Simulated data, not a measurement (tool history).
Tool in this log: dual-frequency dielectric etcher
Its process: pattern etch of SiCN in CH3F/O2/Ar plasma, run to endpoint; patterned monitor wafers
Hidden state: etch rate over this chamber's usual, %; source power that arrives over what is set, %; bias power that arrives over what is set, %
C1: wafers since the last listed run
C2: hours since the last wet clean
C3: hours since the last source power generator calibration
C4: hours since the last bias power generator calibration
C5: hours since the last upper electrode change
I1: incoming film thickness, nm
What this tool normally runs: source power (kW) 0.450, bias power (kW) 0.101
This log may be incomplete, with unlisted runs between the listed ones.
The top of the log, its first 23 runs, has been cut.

-- hour=780.7 wet clean of the chamber
run 24 hour=781.2 | source_power_(kW)=0.450 bias_power_(kW)=0.112 | C1=270 C2=0.5 C3=402.1 C4=91.1 C5=40.3 | I1=5.93 | endpoint_time_(s)=13.1
run 25 hour=790.5 | source_power_(kW)=0.340 bias_power_(kW)=0.088 | C1=158 C2=9.8 C3=411.4 C4=100.4 C5=49.6 | I1=5.93 | endpoint_time_(s)=15.1
run 26 hour=816.9 | source_power_(kW)=0.450 bias_power_(kW)=0.101 | C1=451 C2=36.2 C3=437.8 C4=126.8 C5=76.0 | I1=5.95 | endpoint_time_(s)=13.7
run 27 hour=845.6 | source_power_(kW)=0.340 bias_power_(kW)=0.117 | C1=490 C2=64.9 C3=466.5 C4=155.5 C5=104.7 | I1=5.93 | endpoint_time_(s)=14.1
run 28 hour=874.3 | source_power_(kW)=0.490 bias_power_(kW)=0.101 | C1=490 C2=93.6 C3=495.2 C4=184.2 C5=133.4 | I1=5.89 | endpoint_time_(s)=13.3
run 29 hour=903.2 | source_power_(kW)=0.450 bias_power_(kW)=0.116 | C1=494 C2=122.5 C3=524.1 C4=213.1 C5=162.3 | I1=5.96 | endpoint_time_(s)=13.3
run 30 hour=918.8 | source_power_(kW)=0.450 bias_power_(kW)=0.101 | C1=266 C2=138.1 C3=539.7 C4=228.7 C5=177.9 | I1=5.86 | endpoint_time_(s)=13.5
run 31 hour=934.4 | source_power_(kW)=0.550 bias_power_(kW)=0.101 | C1=266 C2=153.7 C3=555.3 C4=244.3 C5=193.5 | I1=5.92 | endpoint_time_(s)=13.2
run 32 hour=952.2 | source_power_(kW)=0.370 bias_power_(kW)=0.101 | C1=304 C2=171.5 C3=573.1 C4=262.1 C5=211.3 | I1=5.91 | endpoint_time_(s)=14.6
run 33 hour=970.8 | source_power_(kW)=0.450 bias_power_(kW)=0.101 | C1=317 C2=190.1 C3=591.7 C4=280.7 C5=229.9 | I1=5.84 | endpoint_time_(s)=13.7
run 34 hour=992.2 | source_power_(kW)=0.530 bias_power_(kW)=0.078 | C1=365 C2=211.5 C3=613.1 C4=302.1 C5=251.3 | I1=5.88 | endpoint_time_(s)=14.1

5 ways to go on from here, each from the tool as it stands after run 34. What would each give?
run A hour=992.6 | source_power_(kW)=0.450 bias_power_(kW)=0.125 | C1=6 C2=211.9 C3=613.5 C4=302.5 C5=251.7 | I1=5.92 | endpoint_time_(s)=?
run B hour=992.6 | source_power_(kW)=0.510 bias_power_(kW)=0.115 | C1=6 C2=211.9 C3=613.5 C4=302.5 C5=251.7 | I1=5.92 | endpoint_time_(s)=?
run C hour=992.6 | source_power_(kW)=0.480 bias_power_(kW)=0.107 | C1=6 C2=211.9 C3=613.5 C4=302.5 C5=251.7 | I1=5.92 | endpoint_time_(s)=?
run D hour=992.6 | source_power_(kW)=0.520 bias_power_(kW)=0.090 | C1=6 C2=211.9 C3=613.5 C4=302.5 C5=251.7 | I1=5.92 | endpoint_time_(s)=?
run E hour=992.6 | source_power_(kW)=0.390 bias_power_(kW)=0.079 | C1=6 C2=211.9 C3=613.5 C4=302.5 C5=251.7 | I1=5.92 | endpoint_time_(s)=?

run=A endpoint_time_(s)=13.0
run=B endpoint_time_(s)=12.9
run=C endpoint_time_(s)=13.4
run=D endpoint_time_(s)=13.8
run=E endpoint_time_(s)=15.4
Stripped of hidden state, with their random variation kept, the same runs would have yielded:
run=A endpoint_time_(s)=12.7
run=B endpoint_time_(s)=12.6
run=C endpoint_time_(s)=13.1
run=D endpoint_time_(s)=13.5
run=E endpoint_time_(s)=15.1
